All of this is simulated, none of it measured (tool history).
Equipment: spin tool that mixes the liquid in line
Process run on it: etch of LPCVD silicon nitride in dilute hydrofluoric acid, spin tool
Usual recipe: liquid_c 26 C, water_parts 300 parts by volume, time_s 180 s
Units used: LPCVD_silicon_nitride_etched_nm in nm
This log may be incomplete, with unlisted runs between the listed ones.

run,hour,liquid_c,water_parts,time_s,"read-back film thickness of the LPCVD silicon nitride reference wafer, read on the same gauge (nm)",LPCVD_silicon_nitride_etched_nm
1,0,26,225,180,120.071,0.465
2,54.5,26,225,180,119.993,0.522
3,106.6,25,405,180,120.005,0.252
4,210.8,25,405,180,119.949,0.226
5,317.1,26,300,180,120.052,0.327
6,359.6,26,300,180,119.976,0.329
7,428,26,300,180,120.005,0.326
8,505.5,22.5,370,180,119.995,0.239
9,600,22.5,370,180,120.025,0.274
10,694.7,26,340,180,119.987,0.357
# hour 743.5: gauge calibrated
11,749.6,26,340,180,120.032,0.301
12,829.9,26,340,180,119.979,0.307
13,909.6,26,385,180,119.99,0.238
14,967.9,26,385,180,120.025,0.266
15,1057.2,29.5,300,180,120.003,0.399
16,1154.9,29.5,300,180,119.973,0.361
17,1248.8,23.5,420,285,120.039,0.264
18,1290.5,28.5,225,95,120.01,0.273
19,1356.4,22,355,85,120.046,0.134
20,1411.1,26,300,180,120.039,0.348

Predict the results of run 21:
21,1460.1,22.5,355,180,?,?

{"run 21": {"read-back film thickness of the LPCVD silicon nitride reference wafer, read on the same gauge (nm)": 119.995, "LPCVD_silicon_nitride_etched_nm": 0.245}}
The same run, on a tool lacking any hidden state, would have yielded LPCVD_silicon_nitride_etched_nm 0.245 nm.

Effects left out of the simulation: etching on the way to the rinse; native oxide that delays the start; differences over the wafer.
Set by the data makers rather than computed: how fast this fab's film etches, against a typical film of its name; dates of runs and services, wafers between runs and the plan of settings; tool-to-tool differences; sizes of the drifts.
